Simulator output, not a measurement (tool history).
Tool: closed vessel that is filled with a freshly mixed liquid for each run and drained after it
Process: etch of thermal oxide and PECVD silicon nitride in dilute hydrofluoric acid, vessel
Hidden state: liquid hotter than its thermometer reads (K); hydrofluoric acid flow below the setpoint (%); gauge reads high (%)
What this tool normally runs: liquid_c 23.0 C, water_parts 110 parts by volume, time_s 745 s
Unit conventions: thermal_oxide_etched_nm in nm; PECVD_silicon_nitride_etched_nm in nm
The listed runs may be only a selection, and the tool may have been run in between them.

run	day	liquid_c	water_parts	time_s	wafers since the last listed run	hours since the thermometer was replaced	hours since the hydrofluoric acid flow meter was replaced	hours since the gauge calibration	read-back film thickness of the thermal oxide reference wafer, read on the same gauge (nm)	read-back film thickness of the PECVD silicon nitride reference wafer, read on the same gauge (nm)	thermal_oxide_etched_nm	PECVD_silicon_nitride_etched_nm
1	0.000	23.0	110	745	0	1797.7	206.9	362.8	30.01	150.03	27.82	10.66
2	2.554	23.0	110	745	5062	1859.0	268.2	424.1	29.99	149.98	27.68	10.68
3	4.479	23.0	110	1100	3815	1905.2	314.4	470.3	29.98	149.95	40.81	15.69
4	7.371	23.0	110	1100	5731	1974.6	383.8	539.7	30.01	150.02	40.31	15.69
5	9.729	23.0	110	1100	4674	2031.2	440.4	596.3	30.00	150.03	40.56	15.63
6	12.700	23.0	110	745	5888	2102.5	511.7	667.6	30.00	150.01	27.20	10.55
7	15.629	23.0	110	745	5805	2172.8	582.0	737.9	29.99	150.07	27.54	10.51
8	18.188	23.0	110	745	5070	2234.2	643.4	799.3	30.02	150.01	27.13	10.52
9	22.242	23.0	110	745	8035	2331.5	740.7	896.6	30.01	149.93	27.14	10.49
10	25.708	23.0	110	745	6871	2414.7	823.9	979.8	29.98	149.99	27.03	10.42
# day 26.283: gauge calibrated
11	27.800	23.0	110	745	4145	2464.9	874.1	36.4	30.01	150.03	27.12	10.35
# day 28.183: thermometer replaced
12	32.254	23.0	110	745	8745	97.7	981.0	143.3	30.01	149.96	26.88	10.39
13	36.633	20.5	110	1105	8679	202.8	1086.1	248.4	30.00	149.95	36.09	12.98
14	38.192	24.5	125	745	3088	240.2	1123.5	285.8	30.00	150.07	24.49	10.03
15	40.658	19.0	135	1055	4889	299.4	1182.7	345.0	29.99	150.06	25.57	9.18
16	44.271	21.0	110	915	7160	386.1	1269.4	431.7	29.99	150.01	30.09	11.02
17	47.033	23.0	110	600	5475	452.4	1335.7	498.0	29.98	150.01	21.48	8.28
18	49.067	26.0	90	1150	4030	501.2	1384.5	546.8	29.98	150.00	57.23	23.27
19	52.262	18.0	110	600	6334	577.9	1461.2	623.5	29.97	149.98	17.14	5.87
# day 61.621: hydrofluoric acid flow meter replaced
20	62.975	23.0	110	745	21150	835.0	32.5	880.6	30.01	150.02	28.27	10.80
21	66.150	24.5	110	745	6293	911.2	108.7	956.8	30.03	150.07	29.75	11.82
22	68.933	23.0	110	745	5516	978.0	175.5	1023.6	29.99	150.00	28.11	10.76
23	70.442	23.0	110	745	2989	1014.2	211.7	1059.8	29.98	150.01	27.62	10.68
24	74.833	23.0	125	745	8704	1119.6	317.1	1165.2	30.01	150.02	24.27	9.42

Expected results for the next run?
25	77.121	27.0	70	565	4533	1174.5	372.0	1220.1	?	?	?	?

Run 25 produced read-back film thickness of the thermal oxide reference wafer, read on the same gauge (nm) 30.00, read-back film thickness of the PECVD silicon nitride reference wafer, read on the same gauge (nm) 149.99, thermal_oxide_etched_nm 40.41 nm, PECVD_silicon_nitride_etched_nm 16.34 nm.
Were there no unlogged condition in the tool, this run, its random variation unchanged, would have produced thermal_oxide_etched_nm 41.25 nm, PECVD_silicon_nitride_etched_nm 16.65 nm.

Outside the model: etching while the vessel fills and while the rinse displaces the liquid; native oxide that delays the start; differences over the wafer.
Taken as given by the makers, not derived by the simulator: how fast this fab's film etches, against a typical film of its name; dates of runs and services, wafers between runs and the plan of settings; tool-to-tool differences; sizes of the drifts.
